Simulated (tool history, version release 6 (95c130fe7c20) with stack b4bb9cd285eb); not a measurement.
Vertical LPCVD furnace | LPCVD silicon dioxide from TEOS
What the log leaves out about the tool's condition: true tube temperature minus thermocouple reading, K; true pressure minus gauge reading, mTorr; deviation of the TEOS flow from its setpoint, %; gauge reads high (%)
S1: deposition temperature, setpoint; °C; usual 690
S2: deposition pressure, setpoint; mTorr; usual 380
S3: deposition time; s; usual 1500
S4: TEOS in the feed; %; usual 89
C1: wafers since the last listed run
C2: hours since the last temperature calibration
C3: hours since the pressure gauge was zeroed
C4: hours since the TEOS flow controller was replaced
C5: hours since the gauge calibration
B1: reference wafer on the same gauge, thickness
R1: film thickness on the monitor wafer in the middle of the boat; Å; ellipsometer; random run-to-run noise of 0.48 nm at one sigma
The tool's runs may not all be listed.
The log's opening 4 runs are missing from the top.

-- day=4.812 TEOS flow controller replaced
run 5 day=4.833 | S1=690 S2=380 S3=1500 S4=89 | C1=318 C2=2952.3 C3=3908.0 C4=0.5 C5=110.4 | B1=189.02 | R1=1890.6
run 6 day=5.000 | S1=690 S2=380 S3=1500 S4=89 | C1=78 C2=2956.3 C3=3912.0 C4=4.5 C5=114.4 | B1=188.80 | R1=1899.1
run 7 day=6.279 | S1=690 S2=380 S3=1500 S4=89 | C1=600 C2=2987.0 C3=3942.7 C4=35.2 C5=145.1 | B1=188.94 | R1=1888.8
run 8 day=7.583 | S1=690 S2=380 S3=1500 S4=89 | C1=611 C2=3018.3 C3=3974.0 C4=66.5 C5=176.4 | B1=188.91 | R1=1885.3
run 9 day=8.867 | S1=690 S2=330 S3=1500 S4=89 | C1=601 C2=3049.1 C3=4004.8 C4=97.3 C5=207.2 | B1=188.97 | R1=1766.9
run 10 day=9.542 | S1=690 S2=380 S3=1500 S4=89 | C1=316 C2=3065.3 C3=4021.0 C4=113.5 C5=223.4 | B1=189.17 | R1=1897.7
run 11 day=10.646 | S1=690 S2=380 S3=1140 S4=89 | C1=517 C2=3091.8 C3=4047.5 C4=140.0 C5=249.9 | B1=188.89 | R1=1443.0
run 12 day=11.675 | S1=694 S2=425 S3=1110 S4=97 | C1=482 C2=3116.5 C3=4072.2 C4=164.7 C5=274.6 | B1=189.03 | R1=1708.7
run 13 day=12.500 | S1=690 S2=380 S3=1500 S4=89 | C1=386 C2=3136.3 C3=4092.0 C4=184.5 C5=294.4 | B1=188.99 | R1=1893.1
run 14 day=13.262 | S1=701 S2=325 S3=1500 S4=73 | C1=357 C2=3154.6 C3=4110.3 C4=202.8 C5=312.7 | B1=189.16 | R1=2069.1
-- day=14.650 thermocouples replaced and temperature profile calibrated
run 15 day=14.671 | S1=690 S2=380 S3=1500 S4=89 | C1=191 C2=0.5 C3=4144.1 C4=236.6 C5=346.5 | B1=189.10 | R1=1782.3
run 16 day=14.871 | S1=681 S2=380 S3=1500 S4=97 | C1=93 C2=5.3 C3=4148.9 C4=241.4 C5=351.3 | B1=189.14 | R1=1508.2
run 17 day=15.662 | S1=690 S2=380 S3=1500 S4=89 | C1=371 C2=24.3 C3=4167.9 C4=260.4 C5=370.3 | B1=189.07 | R1=1785.7
run 18 day=17.808 | S1=690 S2=460 S3=1290 S4=74 | C1=1006 C2=75.8 C3=4219.4 C4=311.9 C5=421.8 | B1=188.95 | R1=1538.4

Run 19, settings as shown, results not yet in. Your forecast:
run 19 day=19.233 | S1=683 S2=455 S3=2040 S4=97 | C1=668 C2=110.0 C3=4253.6 C4=346.1 C5=456.0 | B1=? | R1=?

{"run 19": {"B1": 188.78, "R1": 2350.0}}
The same run, on a tool lacking any hidden state, would have yielded R1 2339.7 Å.
